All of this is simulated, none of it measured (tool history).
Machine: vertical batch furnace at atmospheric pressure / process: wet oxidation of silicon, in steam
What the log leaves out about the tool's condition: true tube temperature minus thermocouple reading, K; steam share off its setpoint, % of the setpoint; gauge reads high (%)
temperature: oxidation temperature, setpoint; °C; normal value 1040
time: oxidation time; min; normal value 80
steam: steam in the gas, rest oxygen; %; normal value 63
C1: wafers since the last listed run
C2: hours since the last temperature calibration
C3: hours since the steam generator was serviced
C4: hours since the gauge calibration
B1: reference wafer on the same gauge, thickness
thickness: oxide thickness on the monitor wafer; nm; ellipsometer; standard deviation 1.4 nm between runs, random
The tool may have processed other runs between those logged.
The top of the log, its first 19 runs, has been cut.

{"run": 20, "hour": 343.2, "temperature": 1016, "time": 102, "steam": 63, "C1": 119, "C2": 4124.6, "C3": 2611.3, "C4": 823.7, "B1": 591.99, "thickness": 562.77}
{"run": 21, "hour": 364.8, "temperature": 1064, "time": 46.5, "steam": 53, "C1": 156, "C2": 4146.2, "C3": 2632.9, "C4": 845.3, "B1": 591.37, "thickness": 404.91}
{"hour": 399.2, "done": "steam generator serviced"}
{"run": 22, "hour": 399.7, "temperature": 1023, "time": 80, "steam": 71, "C1": 79, "C2": 4181.1, "C3": 0.5, "C4": 880.2, "B1": 591.49, "thickness": 531.44}
{"run": 23, "hour": 405.5, "temperature": 1021, "time": 55, "steam": 63, "C1": 42, "C2": 4186.9, "C3": 6.3, "C4": 886, "B1": 592.55, "thickness": 391.65}
{"run": 24, "hour": 424.1, "temperature": 1027, "time": 105.5, "steam": 71, "C1": 135, "C2": 4205.5, "C3": 24.9, "C4": 904.6, "B1": 592.01, "thickness": 636.08}
{"hour": 461.4, "done": "thermocouples replaced and temperature profile calibrated"}
{"run": 25, "hour": 461.9, "temperature": 1040, "time": 80, "steam": 63, "C1": 100, "C2": 0.5, "C3": 62.7, "C4": 942.4, "B1": 592.15, "thickness": 536.48}
{"run": 26, "hour": 467.7, "temperature": 1055, "time": 80, "steam": 63, "C1": 42, "C2": 6.3, "C3": 68.5, "C4": 948.2, "B1": 592.11, "thickness": 572.84}
{"run": 27, "hour": 473.5, "temperature": 1040, "time": 54.5, "steam": 70, "C1": 42, "C2": 12.1, "C3": 74.3, "C4": 954, "B1": 592.87, "thickness": 456.32}
{"hour": 485.3, "done": "gauge calibrated"}
{"run": 28, "hour": 494.2, "temperature": 1040, "time": 80, "steam": 74, "C1": 150, "C2": 32.8, "C3": 95, "C4": 8.9, "B1": 592.01, "thickness": 586.04}
{"hour": 526.0, "done": "steam generator serviced, repeated, since the last time left the tool worse"}
{"run": 29, "hour": 526.5, "temperature": 1040, "time": 115.5, "steam": 67, "C1": 60, "C2": 65.1, "C3": 0.5, "C4": 41.2, "B1": 591.96, "thickness": 720.98}
{"run": 30, "hour": 532.3, "temperature": 1040, "time": 80, "steam": 63, "C1": 42, "C2": 70.9, "C3": 6.3, "C4": 47, "B1": 591.53, "thickness": 571.03}
{"run": 31, "hour": 538.1, "temperature": 1040, "time": 80, "steam": 68, "C1": 42, "C2": 76.7, "C3": 12.1, "C4": 52.8, "B1": 592.38, "thickness": 591.36}
{"run": 32, "hour": 544.7, "temperature": 1049, "time": 46, "steam": 58, "C1": 47, "C2": 83.3, "C3": 18.7, "C4": 59.4, "B1": 592.3, "thickness": 411.7}
{"run": 33, "hour": 553.8, "temperature": 1040, "time": 95, "steam": 54, "C1": 66, "C2": 92.4, "C3": 27.8, "C4": 68.5, "B1": 592.02, "thickness": 571.25}
{"run": 34, "hour": 576.8, "temperature": 1040, "time": 80, "steam": 63, "C1": 167, "C2": 115.4, "C3": 50.8, "C4": 91.5, "B1": 591.34, "thickness": 565.83}
{"run": 35, "hour": 600.2, "temperature": 1040, "time": 80, "steam": 63, "C1": 170, "C2": 138.8, "C3": 74.2, "C4": 114.9, "B1": 591.43, "thickness": 567.35}
{"run": 36, "hour": 615.3, "temperature": 1059, "time": 47, "steam": 67, "C1": 109, "C2": 153.9, "C3": 89.3, "C4": 130, "B1": 592.72, "thickness": 471.46}
{"run": 37, "hour": 638.1, "temperature": 1064, "time": 104, "steam": 54, "C1": 165, "C2": 176.7, "C3": 112.1, "C4": 152.8, "B1": 591.86, "thickness": 664.43}
{"run": 38, "hour": 659.2, "temperature": 1040, "time": 80, "steam": 52, "C1": 153, "C2": 197.8, "C3": 133.2, "C4": 173.9, "B1": 591.98, "thickness": 507.04}

Here are 4 independent what-if runs from the current tool condition. What would each one return?
{"run": "A", "hour": 665.1, "temperature": 1040, "time": 80, "steam": 63, "C1": 42, "C2": 203.7, "C3": 139.1, "C4": 179.8, "B1": "?", "thickness": "?"}
{"run": "B", "hour": 665.1, "temperature": 1062, "time": 101.5, "steam": 63, "C1": 42, "C2": 203.7, "C3": 139.1, "C4": 179.8, "B1": "?", "thickness": "?"}
{"run": "C", "hour": 665.1, "temperature": 1058, "time": 80, "steam": 63, "C1": 42, "C2": 203.7, "C3": 139.1, "C4": 179.8, "B1": "?", "thickness": "?"}
{"run": "D", "hour": 665.1, "temperature": 1055, "time": 57, "steam": 54, "C1": 42, "C2": 203.7, "C3": 139.1, "C4": 179.8, "B1": "?", "thickness": "?"}

run=A B1=592.07 thickness=563.42
run=B B1=592.07 thickness=704.14
run=C B1=592.07 thickness=607.7
run=D B1=592.07 thickness=454.18
Take away the tool's hidden state, keep each run's random variation, and the runs would have read:
run=A thickness=566.71
run=B thickness=708.1
run=C thickness=611.16
run=D thickness=456.84
